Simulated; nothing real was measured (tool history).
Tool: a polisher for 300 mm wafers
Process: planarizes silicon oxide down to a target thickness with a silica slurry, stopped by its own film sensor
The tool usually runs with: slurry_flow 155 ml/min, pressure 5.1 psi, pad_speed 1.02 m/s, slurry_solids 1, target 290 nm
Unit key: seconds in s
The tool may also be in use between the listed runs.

run,hour,slurry_flow,pressure,pad_speed,slurry_solids,target,wafers since the last listed run,wafers polished on this pad,hours since the slurry nozzle was cleaned,hours since the head pressure was calibrated,hours since the slurry blender was calibrated,hours since the conditioning disc was replaced,"incoming thickness of the incoming film, nm",seconds
1,0,155,5.1,1.02,1,336,0,982,322.3,774.6,185.4,217.8,570.2,84.1
# hour 17.1: worn pad replaced by a new one
2,17.6,175,4.3,1.02,1,290,155,5,339.9,792.2,203,235.4,575,122.6
# hour 25.1: head pressure recalibrated
3,30.4,175,4.3,1.02,1,290,123,129,352.7,5.3,215.8,248.2,565.2,106.3
4,74.3,175,4.3,1.02,1,290,502,632,396.6,49.2,259.7,292.1,563.1,105.3
5,83.6,155,3.7,1.28,1,290,106,738,405.9,58.5,269,301.4,568.2,106.4
6,90.1,155,3.7,1.28,1,290,74,813,412.4,65,275.5,307.9,561.3,102.3
7,103.4,155,3.7,1.28,1,290,152,965,425.7,78.3,288.8,321.2,563.5,102.5
# hour 108.1: worn pad replaced by a new one
# hour 112.8: slurry nozzle cleaned
8,120.9,155,5.7,0.86,1.25,290,143,135,8.1,95.8,306.3,338.7,566.5,81.1
9,135.1,155,5.1,1.02,1,290,162,298,22.3,110,320.5,352.9,566.6,90.7
10,150.2,155,5.1,1.02,1.3,290,172,470,37.4,125.1,335.6,368,566.7,79
11,163.3,170,4.5,0.88,0.75,290,150,620,50.5,138.2,348.7,381.1,569.1,140.3
# hour 171.8: conditioning disc replaced and pad reconditioned
12,180.4,155,5.1,1.02,1,319,172,793,67.6,155.3,365.8,8.6,574.9,83.2
13,188.7,175,5.1,1.38,1,204,95,888,75.9,163.6,374.1,16.9,567,92.4
14,195.6,155,5.1,1.02,1,290,79,967,82.8,170.5,381,23.8,573.2,94.4
# hour 209.9: worn pad replaced by a new one
15,211.5,190,5.1,1.02,1,386,136,18,98.7,186.4,396.9,39.7,576.7,60.1
# hour 213.6: slurry blender recalibrated
16,220,100,5.7,1.02,1.25,260,74,92,107.2,194.9,6.4,48.2,579.8,90.4
17,231.7,155,5.1,0.88,0.85,228,133,226,118.9,206.6,18.1,59.9,579.6,144.4
18,244.7,155,4.4,1.02,1,290,148,375,131.9,219.6,31.1,72.9,561.5,103.9
19,259.8,185,5.1,1.02,1,264,172,548,147,234.7,46.2,88,567.5,96.4
20,273.5,110,5.1,1.14,1,290,156,705,160.7,248.4,59.9,101.7,564.6,85.6
21,282.4,155,5.1,1.22,0.85,290,101,807,169.6,257.3,68.8,110.6,574.1,90.7
22,294.2,185,5.1,0.68,1.15,290,135,942,181.4,269.1,80.6,122.4,570.2,119.2
23,301.3,155,5.1,1.16,1.3,230,81,1023,188.5,276.2,87.7,129.5,578.7,91.1
# hour 313.9: worn pad replaced by a new one
24,314.4,155,3.8,1.02,1,290,104,5,201.6,289.3,100.8,142.6,565.7,121.9
25,324.4,155,5.1,1.02,1.2,264,114,120,211.6,299.3,110.8,152.6,563.8,87.2

Each row is a separate what-if for the run after 25, all from the same tool condition, not one after another. Results?
A,324.8,155,5.1,0.88,1,290,4,125,212,299.7,111.2,153,569.3,?
B,324.8,155,4,1.02,1,352,4,125,212,299.7,111.2,153,569.3,?
C,324.8,190,6.8,1.02,0.85,212,4,125,212,299.7,111.2,153,569.3,?
D,324.8,155,5.1,1.02,1,239,4,125,212,299.7,111.2,153,569.3,?
E,324.8,155,5.1,0.86,1,290,4,125,212,299.7,111.2,153,569.3,?

run,seconds
A,100.5
B,88.6
C,92.9
D,105.6
E,102.4
Had the tool no hidden state, the same runs would have come out as:
run,seconds
A,99.8
B,87.9
C,92.1
D,104.8
E,101.6
